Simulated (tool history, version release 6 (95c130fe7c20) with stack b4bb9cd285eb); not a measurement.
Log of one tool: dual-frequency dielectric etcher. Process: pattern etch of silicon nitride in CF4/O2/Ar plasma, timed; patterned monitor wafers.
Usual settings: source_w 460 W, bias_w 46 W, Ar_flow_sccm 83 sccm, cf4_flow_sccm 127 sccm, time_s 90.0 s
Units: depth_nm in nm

| run | day | source_w | bias_w | Ar_flow_sccm | cf4_flow_sccm | time_s | read-back reference wafer on the same gauge, depth_nm | depth_nm |
|---|---|---|---|---|---|---|---|---|
| 1 | 0.000 | 460 | 46 | 83 | 111 | 72.0 | 154.7 | 123.0 |
| 2 | 3.471 | 460 | 46 | 83 | 127 | 90.0 | 154.9 | 152.4 |
| 3 | 5.325 | 400 | 46 | 83 | 142 | 90.0 | 155.4 | 137.0 |
|  | 6.812 | Ar flow controller replaced |
|  | 9.442 | bias power generator calibrated |
|  | 10.292 | wet clean of the chamber |
| 4 | 14.321 | 460 | 46 | 83 | 127 | 110.0 | 154.8 | 189.3 |
| 5 | 16.975 | 460 | 46 | 99 | 127 | 97.5 | 155.3 | 162.3 |
| 6 | 19.692 | 460 | 39 | 83 | 113 | 90.0 | 154.9 | 146.3 |
| 7 | 22.000 | 460 | 35 | 78 | 145 | 80.0 | 154.9 | 128.9 |
|  | 22.496 | CF4 flow controller replaced |
|  | 24.133 | gauge calibrated |
| 8 | 24.183 | 460 | 46 | 83 | 127 | 90.0 | 154.8 | 152.3 |
| 9 | 26.529 | 570 | 46 | 83 | 157 | 98.0 | 155.0 | 202.6 |
| 10 | 30.542 | 460 | 46 | 83 | 111 | 111.0 | 154.9 | 183.3 |
|  | 33.596 | wet clean of the chamber |
| 11 | 33.617 | 460 | 46 | 83 | 127 | 90.0 | 155.1 | 158.3 |
| 12 | 36.154 | 460 | 56 | 83 | 127 | 90.0 | 155.1 | 166.7 |
| 13 | 38.192 | 460 | 40 | 83 | 127 | 90.0 | 155.2 | 150.3 |
| 14 | 40.504 | 360 | 38 | 83 | 127 | 90.0 | 155.0 | 118.1 |
| 15 | 42.450 | 460 | 56 | 83 | 127 | 80.5 | 155.3 | 146.1 |
| 16 | 45.888 | 370 | 42 | 83 | 127 | 65.0 | 155.0 | 88.8 |
| 17 | 50.162 | 460 | 36 | 66 | 127 | 90.0 | 155.1 | 144.7 |
| 18 | 51.700 | 540 | 46 | 76 | 127 | 107.5 | 154.7 | 209.5 |
|  | 55.112 | wet clean of the chamber |
| 19 | 55.871 | 460 | 46 | 83 | 127 | 90.0 | 155.0 | 157.4 |
| 20 | 58.996 | 410 | 38 | 94 | 127 | 64.0 | 154.8 | 93.7 |

Forecast each of these 5 alternatives for the next run:
| A | 59.012 | 460 | 46 | 83 | 127 | 90.0 | ? | ? |
| B | 59.012 | 520 | 46 | 103 | 127 | 90.0 | ? | ? |
| C | 59.012 | 460 | 46 | 99 | 127 | 90.0 | ? | ? |
| D | 59.012 | 460 | 46 | 83 | 137 | 114.5 | ? | ? |
| E | 59.012 | 460 | 38 | 83 | 127 | 90.0 | ? | ? |

| run | read-back reference wafer on the same gauge, depth_nm | depth_nm |
|---|---|---|
| A | 155.0 | 156.7 |
| B | 155.0 | 169.6 |
| C | 155.0 | 153.3 |
| D | 155.0 | 200.5 |
| E | 155.0 | 148.4 |
Without the tool's hidden state the same runs would have given:
| run | depth_nm |
|---|---|
| A | 157.7 |
| B | 170.7 |
| C | 154.2 |
| D | 201.8 |
| E | 149.3 |
